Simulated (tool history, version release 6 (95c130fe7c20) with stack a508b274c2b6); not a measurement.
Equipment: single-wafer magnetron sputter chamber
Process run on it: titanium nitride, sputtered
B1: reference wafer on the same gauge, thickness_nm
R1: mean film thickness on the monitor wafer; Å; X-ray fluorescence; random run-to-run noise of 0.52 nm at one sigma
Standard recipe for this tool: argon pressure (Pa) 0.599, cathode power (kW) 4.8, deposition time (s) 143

run 1 day=0 | argon_pressure_(Pa)=0.599 cathode_power_(kW)=4.8 deposition_time_(s)=143 | B1=105.963 | R1=1146.84
run 2 day=4.233 | argon_pressure_(Pa)=0.5 cathode_power_(kW)=4.3 deposition_time_(s)=143 | B1=106.015 | R1=1059.02
run 3 day=9.5 | argon_pressure_(Pa)=0.5 cathode_power_(kW)=4.3 deposition_time_(s)=143 | B1=106.145 | R1=1054.73
run 4 day=11.121 | argon_pressure_(Pa)=0.5 cathode_power_(kW)=4.3 deposition_time_(s)=143 | B1=105.899 | R1=1052.49
run 5 day=13.196 | argon_pressure_(Pa)=0.599 cathode_power_(kW)=4.8 deposition_time_(s)=143 | B1=105.953 | R1=1152.36
run 6 day=15.846 | argon_pressure_(Pa)=0.599 cathode_power_(kW)=5.65 deposition_time_(s)=143 | B1=105.967 | R1=1342.92
run 7 day=17.979 | argon_pressure_(Pa)=0.422 cathode_power_(kW)=4.8 deposition_time_(s)=143 | B1=106.023 | R1=1184.85
run 8 day=20.204 | argon_pressure_(Pa)=0.599 cathode_power_(kW)=4.8 deposition_time_(s)=143 | B1=106.148 | R1=1142.23
run 9 day=21.654 | argon_pressure_(Pa)=0.599 cathode_power_(kW)=4.8 deposition_time_(s)=143 | B1=105.835 | R1=1154.13
run 10 day=24.638 | argon_pressure_(Pa)=0.599 cathode_power_(kW)=4.8 deposition_time_(s)=120 | B1=105.986 | R1=962.24
run 11 day=27.35 | argon_pressure_(Pa)=0.599 cathode_power_(kW)=4.8 deposition_time_(s)=143 | B1=106.015 | R1=1147.22
run 12 day=30.238 | argon_pressure_(Pa)=0.462 cathode_power_(kW)=3.85 deposition_time_(s)=131 | B1=105.957 | R1=872.7
run 13 day=31.508 | argon_pressure_(Pa)=0.379 cathode_power_(kW)=4.1 deposition_time_(s)=161 | B1=105.838 | R1=1147.03
run 14 day=32.517 | argon_pressure_(Pa)=0.534 cathode_power_(kW)=5.4 deposition_time_(s)=156 | B1=105.905 | R1=1428.62
run 15 day=34.683 | argon_pressure_(Pa)=0.714 cathode_power_(kW)=5.8 deposition_time_(s)=143 | B1=105.776 | R1=1346.57
run 16 day=37.171 | argon_pressure_(Pa)=0.529 cathode_power_(kW)=4.1 deposition_time_(s)=143 | B1=106.087 | R1=993.33
run 17 day=39.033 | argon_pressure_(Pa)=0.599 cathode_power_(kW)=4.8 deposition_time_(s)=154 | B1=106.096 | R1=1236.07
run 18 day=41.379 | argon_pressure_(Pa)=0.528 cathode_power_(kW)=4.8 deposition_time_(s)=143 | B1=106.015 | R1=1163.55
run 19 day=43.388 | argon_pressure_(Pa)=0.668 cathode_power_(kW)=3.65 deposition_time_(s)=143 | B1=106.092 | R1=858.09
run 20 day=45.217 | argon_pressure_(Pa)=0.599 cathode_power_(kW)=5.5 deposition_time_(s)=124 | B1=105.985 | R1=1132.17
run 21 day=47.379 | argon_pressure_(Pa)=0.417 cathode_power_(kW)=4.35 deposition_time_(s)=143 | B1=105.996 | R1=1083.67
run 22 day=49.442 | argon_pressure_(Pa)=0.779 cathode_power_(kW)=4.8 deposition_time_(s)=143 | B1=106.118 | R1=1107.39
run 23 day=50.629 | argon_pressure_(Pa)=0.599 cathode_power_(kW)=4.8 deposition_time_(s)=143 | B1=105.907 | R1=1152.72
run 24 day=52.275 | argon_pressure_(Pa)=0.599 cathode_power_(kW)=4.8 deposition_time_(s)=143 | B1=106.066 | R1=1147.19
run 25 day=54.067 | argon_pressure_(Pa)=0.45 cathode_power_(kW)=4.8 deposition_time_(s)=143 | B1=106.014 | R1=1178.71
run 26 day=56.267 | argon_pressure_(Pa)=0.692 cathode_power_(kW)=4.05 deposition_time_(s)=160 | B1=106.007 | R1=1068.65
run 27 day=59.092 | argon_pressure_(Pa)=0.489 cathode_power_(kW)=5.9 deposition_time_(s)=172 | B1=106.044 | R1=1734.44
run 28 day=60.9 | argon_pressure_(Pa)=0.745 cathode_power_(kW)=4.8 deposition_time_(s)=165 | B1=105.904 | R1=1292.93
run 29 day=63.008 | argon_pressure_(Pa)=0.599 cathode_power_(kW)=4.8 deposition_time_(s)=143 | B1=105.953 | R1=1156.78
run 30 day=65.071 | argon_pressure_(Pa)=0.509 cathode_power_(kW)=5.25 deposition_time_(s)=157 | B1=105.932 | R1=1392.5
run 31 day=66.583 | argon_pressure_(Pa)=0.599 cathode_power_(kW)=4.8 deposition_time_(s)=151 | B1=105.979 | R1=1207.02
run 32 day=68.1 | argon_pressure_(Pa)=0.599 cathode_power_(kW)=4.8 deposition_time_(s)=172 | B1=105.917 | R1=1384.67
run 33 day=70.45 | argon_pressure_(Pa)=0.403 cathode_power_(kW)=5.4 deposition_time_(s)=124 | B1=105.925 | R1=1168.76
run 34 day=72.7 | argon_pressure_(Pa)=0.599 cathode_power_(kW)=4.8 deposition_time_(s)=143 | B1=106.004 | R1=1157.54

The log once held 7 entries between its listed runs, left out of this copy. Where does each go, and what is different about the tool's unlogged condition between the listed run before it and the listed run after it?
After run 2, before run 3: magnet pack replaced (day 5.804)
  nothing in the hidden state changes from one run to the other
After run 3, before run 4: sputter target and shields replaced (day 10.233)
  nothing in the hidden state changes from one run to the other
After run 7, before run 8: gauge calibrated (day 19.046)
  nothing in the hidden state changes from one run to the other
After run 11, before run 12: capacitance manometer re-zeroed and calibrated (day 27.717); sputter target and shields replaced (day 29.108)
  nothing in the hidden state changes from one run to the other
After run 22, before run 23: sputter target and shields replaced (day 50.358)
  nothing in the hidden state changes from one run to the other
After run 33, before run 34: sputter target and shields replaced (day 71.738)
  nothing in the hidden state changes from one run to the other
